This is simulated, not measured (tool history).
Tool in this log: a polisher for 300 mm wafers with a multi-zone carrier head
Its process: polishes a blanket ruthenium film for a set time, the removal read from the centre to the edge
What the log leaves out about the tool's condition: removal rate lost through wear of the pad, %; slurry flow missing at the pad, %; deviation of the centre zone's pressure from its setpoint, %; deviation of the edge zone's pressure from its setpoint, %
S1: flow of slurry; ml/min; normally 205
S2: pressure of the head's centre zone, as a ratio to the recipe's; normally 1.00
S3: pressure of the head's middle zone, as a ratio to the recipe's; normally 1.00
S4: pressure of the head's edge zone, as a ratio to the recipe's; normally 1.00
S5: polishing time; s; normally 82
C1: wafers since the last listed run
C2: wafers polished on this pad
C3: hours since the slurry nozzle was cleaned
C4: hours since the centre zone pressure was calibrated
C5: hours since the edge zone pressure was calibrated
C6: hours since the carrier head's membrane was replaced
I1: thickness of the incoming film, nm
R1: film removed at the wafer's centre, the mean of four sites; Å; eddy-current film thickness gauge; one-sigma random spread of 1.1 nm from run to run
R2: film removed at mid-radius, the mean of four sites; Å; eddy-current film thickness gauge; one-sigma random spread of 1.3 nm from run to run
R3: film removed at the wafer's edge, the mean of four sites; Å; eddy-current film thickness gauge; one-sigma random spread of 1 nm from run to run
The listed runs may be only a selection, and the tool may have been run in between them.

Run 1, hour 0.0: usual settings; C1 0; C2 748; C3 399.5; C4 1126.1; C5 560.6; C6 964.3; I1 631.5. Result: R1 922 Å, R2 1053 Å, R3 1019 Å.
At hour 13.0: worn pad replaced by a new one.
Run 2, hour 16.5: usual settings; C1 143; C2 40; C3 416.0; C4 1142.6; C5 577.1; C6 980.8; I1 632.7. Result: R1 909 Å, R2 1039 Å, R3 1016 Å.
At hour 22.0: slurry nozzle cleaned.
Run 3, hour 29.9: usual settings; C1 142; C2 182; C3 7.9; C4 1156.0; C5 590.5; C6 994.2; I1 634.6. Result: R1 918 Å, R2 1042 Å, R3 1017 Å.
Run 4, hour 36.1: usual settings; C1 71; C2 253; C3 14.1; C4 1162.2; C5 596.7; C6 1000.4; I1 641.7. Result: R1 928 Å, R2 1044 Å, R3 1002 Å.
Run 5, hour 51.8: usual settings; C1 180; C2 434; C3 29.8; C4 1177.9; C5 612.4; C6 1016.1; I1 645.2. Result: R1 905 Å, R2 1031 Å, R3 1025 Å.
Run 6, hour 62.0: usual settings but S1 160 ml/min, S2 0.95, S3 1.04, S5 64 s; C1 117; C2 551; C3 40.0; C4 1188.1; C5 622.6; C6 1026.3; I1 631.4. Result: R1 651 Å, R2 815 Å, R3 787 Å.
Run 7, hour 74.7: usual settings but S2 1.03; C1 145; C2 697; C3 52.7; C4 1200.8; C5 635.3; C6 1039.0; I1 646.9. Result: R1 946 Å, R2 1049 Å, R3 1027 Å.
Run 8, hour 81.7: usual settings but S3 0.94, S4 0.96; C1 80; C2 778; C3 59.7; C4 1207.8; C5 642.3; C6 1046.0; I1 631.0. Result: R1 926 Å, R2 1013 Å, R3 1007 Å.
At hour 90.0: worn pad replaced by a new one.
At hour 91.1: centre zone pressure recalibrated.
Run 9, hour 98.8: usual settings but S3 1.07; C1 137; C2 87; C3 76.8; C4 7.7; C5 659.4; C6 1063.1; I1 637.2. Result: R1 1059 Å, R2 1088 Å, R3 1019 Å.
Run 10, hour 116.3: usual settings but S3 0.88, S5 96 s; C1 201; C2 289; C3 94.3; C4 25.2; C5 676.9; C6 1080.6; I1 645.7. Result: R1 1235 Å, R2 1091 Å, R3 1205 Å.
At hour 128.0: carrier head's membrane replaced by a new one.
Run 11, hour 131.6: usual settings but S1 225 ml/min, S4 1.07; C1 118; C2 407; C3 109.6; C4 40.5; C5 692.2; C6 3.6; I1 637.9. Result: R1 1090 Å, R2 1075 Å, R3 1044 Å.
Run 12, hour 141.3: usual settings; C1 111; C2 519; C3 119.3; C4 50.2; C5 701.9; C6 13.3; I1 644.8. Result: R1 1046 Å, R2 1056 Å, R3 1005 Å.
Run 13, hour 152.4: usual settings but S5 70 s; C1 127; C2 646; C3 130.4; C4 61.3; C5 713.0; C6 24.4; I1 636.9. Result: R1 903 Å, R2 888 Å, R3 852 Å.
Run 14, hour 162.9: usual settings but S1 230 ml/min, S3 1.11; C1 120; C2 767; C3 140.9; C4 71.8; C5 723.5; C6 34.9; I1 643.6. Result: R1 1060 Å, R2 1175 Å, R3 1018 Å.
At hour 167.5: edge zone pressure recalibrated.
At hour 174.9: worn pad replaced by a new one.
Run 15, hour 175.4: usual settings but S2 1.07, S4 1.04, S5 64 s; C1 74; C2 6; C3 153.4; C4 84.3; C5 7.9; C6 47.4; I1 638.7. Result: R1 891 Å, R2 805 Å, R3 811 Å.
Run 16, hour 184.4: usual settings; C1 103; C2 109; C3 162.4; C4 93.3; C5 16.9; C6 56.4; I1 641.6. Result: R1 1077 Å, R2 1026 Å, R3 1014 Å.
Run 17, hour 192.0: usual settings but S4 1.05, S5 95 s; C1 87; C2 196; C3 170.0; C4 100.9; C5 24.5; C6 64.0; I1 644.9. Result: R1 1226 Å, R2 1223 Å, R3 1208 Å.
Run 18, hour 241.5: usual settings but S2 0.89, S5 103 s; C1 569; C2 765; C3 219.5; C4 150.4; C5 74.0; C6 113.5; I1 639.0. Result: R1 1165 Å, R2 1318 Å, R3 1292 Å.
At hour 252.1: worn pad replaced by a new one.
Run 19, hour 252.6: usual settings but S1 140 ml/min, S2 1.10, S3 1.11, S5 90 s; C1 81; C2 6; C3 230.6; C4 161.5; C5 85.1; C6 124.6; I1 642.8. Result: R1 1193 Å, R2 1194 Å, R3 1052 Å.
Run 20, hour 256.2: usual settings but S2 0.96, S4 0.93, S5 54 s; C1 41; C2 47; C3 234.2; C4 165.1; C5 88.7; C6 128.2; I1 643.1. Result: R1 678 Å, R2 706 Å, R3 658 Å.
Run 21, hour 266.6: usual settings; C1 119; C2 167; C3 244.6; C4 175.5; C5 99.1; C6 138.6; I1 630.5. Result: R1 1061 Å, R2 1033 Å, R3 1010 Å.

Describe how what the log doesn't record of the tool's condition differs between the last listed run preceding each entry between runs and the first listed run following it.
Runs 1 to 2: worn pad replaced by a new one (hour 13.0)
  deviation of the centre zone's pressure from its setpoint, %: -12.8 -> -13
  measured value less the no-hidden-state value, R1: -136 -> -136 Å
Runs 2 to 3: slurry nozzle cleaned (hour 22.0)
  deviation of the centre zone's pressure from its setpoint, %: -13 -> -13.1
  measured value less the no-hidden-state value, R1: -136 -> -139 Å
Runs 8 to 9: worn pad replaced by a new one (hour 90.0); centre zone pressure recalibrated (hour 91.1)
  deviation of the centre zone's pressure from its setpoint, %: -13.6 -> 0.328
  measured value less the no-hidden-state value, R1: -147 -> +4 Å
Runs 10 to 11: carrier head's membrane replaced by a new one (hour 128.0)
  deviation of the centre zone's pressure from its setpoint, %: 0.165 -> 0.0227
  measured value less the no-hidden-state value, R1: +2 -> +1 Å
Runs 14 to 15: edge zone pressure recalibrated (hour 167.5); worn pad replaced by a new one (hour 174.9)
  deviation of the centre zone's pressure from its setpoint, %: -0.269 -> -0.385
  measured value less the no-hidden-state value, R1: -3 -> -3 Å
Runs 18 to 19: worn pad replaced by a new one (hour 252.1)
  deviation of the centre zone's pressure from its setpoint, %: -1 -> -1.1
  measured value less the no-hidden-state value, R1: -12 -> -14 Å
